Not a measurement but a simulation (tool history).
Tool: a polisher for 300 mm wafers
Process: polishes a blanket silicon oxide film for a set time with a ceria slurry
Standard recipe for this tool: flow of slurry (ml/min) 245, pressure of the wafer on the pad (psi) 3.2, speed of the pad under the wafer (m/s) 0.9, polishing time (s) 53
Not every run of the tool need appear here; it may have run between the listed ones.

run	day	flow of slurry (ml/min)	pressure of the wafer on the pad (psi)	speed of the pad under the wafer (m/s)	polishing time (s)	wafers since the last listed run	wafers polished on this pad	hours since the slurry nozzle was cleaned	hours since the head pressure was calibrated	incoming thickness of the incoming film, nm	film removed (nm)
1	0	245	3.2	0.9	53	0	3542	651.1	560.9	1753.2	223.8
# day 1.712: slurry nozzle cleaned
2	2.967	275	3.2	0.9	53	444	3986	30.1	632.1	1814.6	219.7
# day 4.571: worn pad replaced by a new one, of another model than before
3	5.462	275	3.2	0.9	53	354	135	90	692	1789.5	223.2
4	8.692	275	3.2	0.9	53	491	626	167.5	769.5	1752.2	228.2
# day 9.9: head pressure recalibrated
5	10.4	245	2.4	0.9	53	247	873	208.5	12	1809.5	193.4
6	22.133	245	2.4	0.9	53	1784	2657	490.1	293.6	1799.7	190.6
7	24.642	245	2.4	0.9	53	381	3039	550.3	353.8	1770.1	188
8	26.262	245	3.2	0.9	53	246	3285	589.2	392.7	1772.4	222.4
9	29.912	245	3.2	0.9	53	555	3840	676.8	480.3	1796.8	224.8
10	33.446	245	3.2	0.9	53	537	4377	761.6	565.1	1782.3	223.5
# day 34.35: worn pad replaced by a new one
11	35.421	310	3.2	0.9	53	274	162	809	612.5	1771.1	226.9
# day 37.796: slurry nozzle cleaned
# day 41.412: head pressure recalibrated
12	45.333	310	3.2	0.9	53	1488	1650	180.9	94.1	1784.8	234.7
13	49.088	175	3.7	1	53	570	2221	271	184.2	1766.5	262
14	51.917	245	3.2	1.18	53	430	2651	338.9	252.1	1818	273.5
15	55.717	190	4.3	0.8	53	577	3229	430.1	343.3	1768.7	259.5
16	58.038	245	3.2	0.9	53	352	3582	485.8	399	1778	228.7
17	62.458	210	3.2	0.72	53	672	4254	591.9	505.1	1803.5	197.7
# day 65.321: slurry nozzle cleaned
18	66.112	245	3.2	0.9	53	549	4804	19	592.8	1817.8	225.9
# day 67.517: worn pad replaced by a new one
19	68.667	200	4.2	1.2	47	363	175	80.3	654.1	1780.3	275.5
20	71.033	245	3.2	0.9	53	359	534	137.1	710.9	1783	222.8
# day 74.292: head pressure recalibrated
21	74.633	245	3.2	0.9	53	534	1069	223.5	8.2	1794.1	235.1
22	76.438	245	3.2	0.9	53	274	1343	266.8	51.5	1775.6	229.4
23	80.596	175	2.5	0.7	53	632	1976	366.6	151.3	1777.6	171.5
24	82.9	300	3.5	0.7	53	350	2326	421.9	206.6	1778.3	218.8
25	86.412	285	3.7	1.16	53	534	2860	506.2	290.9	1780.7	291.4
26	89.225	245	3.2	0.6	62	427	3288	573.7	358.4	1765.1	214
27	91.842	270	3.7	0.9	42	397	3686	636.5	421.2	1767.4	199.9
# day 95.075: worn pad replaced by a new one
28	95.225	310	3.2	0.9	53	489	22	717.7	502.4	1800	233.1
29	98.025	245	3.2	0.9	58	425	448	784.9	569.6	1762.2	243.4
# day 98.542: slurry nozzle cleaned
30	102.133	245	2.3	0.9	39	618	1067	86.2	668.2	1768.3	136.5
# day 105.471: head pressure recalibrated
31	106.117	245	3.2	0.9	53	593	1660	181.8	15.5	1785.3	231.5
32	108.575	245	3.2	0.9	53	373	2033	240.8	74.5	1768	237.4
33	111.992	245	3.2	0.9	53	519	2553	322.8	156.5	1806.7	231.7
34	114.542	270	3.2	1.02	53	387	2941	384	217.7	1803.1	255.8
35	116.292	245	3.2	0.9	53	266	3207	426	259.7	1785.1	230.5
36	119.717	320	3.2	0.7	53	520	3728	508.2	341.9	1794.5	204.4

How the hidden state differs across the entries between the runs, from the last listed run before each to the first after it:
Runs 1 to 2: slurry nozzle cleaned (day 1.712)
  deviation of the head's pressure from its setpoint, %: -5.88 -> -6.66
  the result without the hidden state subtracted from the measured one, film removed (nm): -13.7 -> -15.4
Runs 2 to 3: worn pad replaced by a new one, of another model than before (day 4.571)
  deviation of the head's pressure from its setpoint, %: -6.66 -> -7.33
  the result without the hidden state subtracted from the measured one, film removed (nm): -15.4 -> -11
Runs 4 to 5: head pressure recalibrated (day 9.9)
  deviation of the head's pressure from its setpoint, %: -8.18 -> -0.338
  the result without the hidden state subtracted from the measured one, film removed (nm): -12.7 -> -0.4
Runs 10 to 11: worn pad replaced by a new one (day 34.35)
  deviation of the head's pressure from its setpoint, %: -6.46 -> -6.98
  the result without the hidden state subtracted from the measured one, film removed (nm): -9.7 -> -10.6
Runs 11 to 12: slurry nozzle cleaned (day 37.796); head pressure recalibrated (day 41.412)
  deviation of the head's pressure from its setpoint, %: -6.98 -> 0.0954
  the result without the hidden state subtracted from the measured one, film removed (nm): -10.6 -> +0.2
Runs 17 to 18: slurry nozzle cleaned (day 65.321)
  deviation of the head's pressure from its setpoint, %: -4.45 -> -5.42
  the result without the hidden state subtracted from the measured one, film removed (nm): -5.8 -> -8.1
Runs 18 to 19: worn pad replaced by a new one (day 67.517)
  deviation of the head's pressure from its setpoint, %: -5.42 -> -6.1
  the result without the hidden state subtracted from the measured one, film removed (nm): -8.1 -> -11.3
Runs 20 to 21: head pressure recalibrated (day 74.292)
  deviation of the head's pressure from its setpoint, %: -6.73 -> 0.994
  the result without the hidden state subtracted from the measured one, film removed (nm): -10.1 -> +1.5
Runs 27 to 28: worn pad replaced by a new one (day 95.075)
  deviation of the head's pressure from its setpoint, %: -3.57 -> -4.47
  the result without the hidden state subtracted from the measured one, film removed (nm): -4.7 -> -6.9
Runs 29 to 30: slurry nozzle cleaned (day 98.542)
  deviation of the head's pressure from its setpoint, %: -5.21 -> -6.31
  the result without the hidden state subtracted from the measured one, film removed (nm): -8.5 -> -5.7
Runs 30 to 31: head pressure recalibrated (day 105.471)
  deviation of the head's pressure from its setpoint, %: -6.31 -> 0.0291
  the result without the hidden state subtracted from the measured one, film removed (nm): -5.7 -> +0.1

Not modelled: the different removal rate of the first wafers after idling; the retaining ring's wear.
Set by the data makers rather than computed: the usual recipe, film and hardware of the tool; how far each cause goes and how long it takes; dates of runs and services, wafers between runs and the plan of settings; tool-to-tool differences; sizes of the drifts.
